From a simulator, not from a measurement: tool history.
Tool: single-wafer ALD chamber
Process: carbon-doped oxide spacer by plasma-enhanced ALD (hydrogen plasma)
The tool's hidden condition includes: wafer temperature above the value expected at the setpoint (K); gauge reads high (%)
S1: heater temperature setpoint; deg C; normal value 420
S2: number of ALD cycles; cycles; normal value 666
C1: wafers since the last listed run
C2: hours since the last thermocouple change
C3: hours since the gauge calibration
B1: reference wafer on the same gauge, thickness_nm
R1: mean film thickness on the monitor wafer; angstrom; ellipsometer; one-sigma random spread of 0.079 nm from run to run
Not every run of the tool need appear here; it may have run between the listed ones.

run 1 hour=0.0 | S1=420 S2=666 | C1=0 C2=1754.4 C3=85.3 | B1=33.600 | R1=314.05
run 2 hour=26.4 | S1=420 S2=666 | C1=9 C2=1780.8 C3=111.7 | B1=33.599 | R1=314.38
run 3 hour=37.2 | S1=420 S2=666 | C1=4 C2=1791.6 C3=122.5 | B1=33.594 | R1=314.50
run 4 hour=47.2 | S1=420 S2=666 | C1=3 C2=1801.6 C3=132.5 | B1=33.603 | R1=314.20
run 5 hour=54.3 | S1=420 S2=666 | C1=2 C2=1808.7 C3=139.6 | B1=33.600 | R1=314.37
run 6 hour=63.0 | S1=420 S2=666 | C1=3 C2=1817.4 C3=148.3 | B1=33.612 | R1=314.70
run 7 hour=72.2 | S1=420 S2=666 | C1=3 C2=1826.6 C3=157.5 | B1=33.606 | R1=314.47
run 8 hour=81.1 | S1=426 S2=666 | C1=3 C2=1835.5 C3=166.4 | B1=33.608 | R1=307.33
run 9 hour=97.7 | S1=426 S2=666 | C1=6 C2=1852.1 C3=183.0 | B1=33.592 | R1=308.38
run 10 hour=113.3 | S1=426 S2=666 | C1=5 C2=1867.7 C3=198.6 | B1=33.584 | R1=307.68
run 11 hour=128.6 | S1=420 S2=666 | C1=5 C2=1883.0 C3=213.9 | B1=33.613 | R1=314.57
run 12 hour=145.8 | S1=420 S2=666 | C1=6 C2=1900.2 C3=231.1 | B1=33.611 | R1=314.39
-- hour=150.9 gauge calibrated
run 13 hour=160.4 | S1=410 S2=622 | C1=5 C2=1914.8 C3=9.5 | B1=33.599 | R1=304.20
run 14 hour=173.0 | S1=420 S2=666 | C1=4 C2=1927.4 C3=22.1 | B1=33.592 | R1=314.85
run 15 hour=182.7 | S1=420 S2=666 | C1=3 C2=1937.1 C3=31.8 | B1=33.586 | R1=313.45
-- hour=198.8 thermocouple changed; heater temperature recalibrated
run 16 hour=199.3 | S1=408 S2=704 | C1=3 C2=0.5 C3=48.4 | B1=33.579 | R1=346.88
run 17 hour=208.1 | S1=420 S2=666 | C1=3 C2=9.3 C3=57.2 | B1=33.594 | R1=314.30
run 18 hour=221.8 | S1=420 S2=666 | C1=5 C2=23.0 C3=70.9 | B1=33.612 | R1=315.82
run 19 hour=237.8 | S1=407 S2=617 | C1=6 C2=39.0 C3=86.9 | B1=33.600 | R1=302.13
run 20 hour=255.0 | S1=428 S2=796 | C1=6 C2=56.2 C3=104.1 | B1=33.585 | R1=366.77
run 21 hour=272.3 | S1=408 S2=598 | C1=6 C2=73.5 C3=121.4 | B1=33.579 | R1=293.83
run 22 hour=278.7 | S1=420 S2=789 | C1=2 C2=79.9 C3=127.8 | B1=33.589 | R1=371.92
run 23 hour=295.5 | S1=425 S2=533 | C1=6 C2=96.7 C3=144.6 | B1=33.595 | R1=247.67
run 24 hour=310.9 | S1=414 S2=762 | C1=5 C2=112.1 C3=160.0 | B1=33.598 | R1=366.03
run 25 hour=327.8 | S1=420 S2=766 | C1=6 C2=129.0 C3=176.9 | B1=33.615 | R1=359.48
run 26 hour=338.8 | S1=420 S2=666 | C1=4 C2=140.0 C3=187.9 | B1=33.608 | R1=314.72
run 27 hour=353.0 | S1=420 S2=666 | C1=5 C2=154.2 C3=202.1 | B1=33.620 | R1=313.80
run 28 hour=359.9 | S1=426 S2=703 | C1=2 C2=161.1 C3=209.0 | B1=33.600 | R1=324.36

Branching from run 28: 5 alternative next runs. What would each branch give?
run A hour=361.3 | S1=411 S2=666 | C1=0 C2=162.5 C3=210.4 | B1=? | R1=?
run B hour=361.3 | S1=424 S2=549 | C1=0 C2=162.5 C3=210.4 | B1=? | R1=?
run C hour=361.3 | S1=411 S2=716 | C1=0 C2=162.5 C3=210.4 | B1=? | R1=?
run D hour=361.3 | S1=432 S2=770 | C1=0 C2=162.5 C3=210.4 | B1=? | R1=?
run E hour=361.3 | S1=420 S2=540 | C1=0 C2=162.5 C3=210.4 | B1=? | R1=?

run=A B1=33.599 R1=324.54
run=B B1=33.599 R1=256.12
run=C B1=33.599 R1=348.91
run=D B1=33.599 R1=349.38
run=E B1=33.599 R1=255.38
With no hidden state in the tool, these same runs would have given:
run=A R1=324.54
run=B R1=256.12
run=C R1=348.91
run=D R1=349.38
run=E R1=255.38
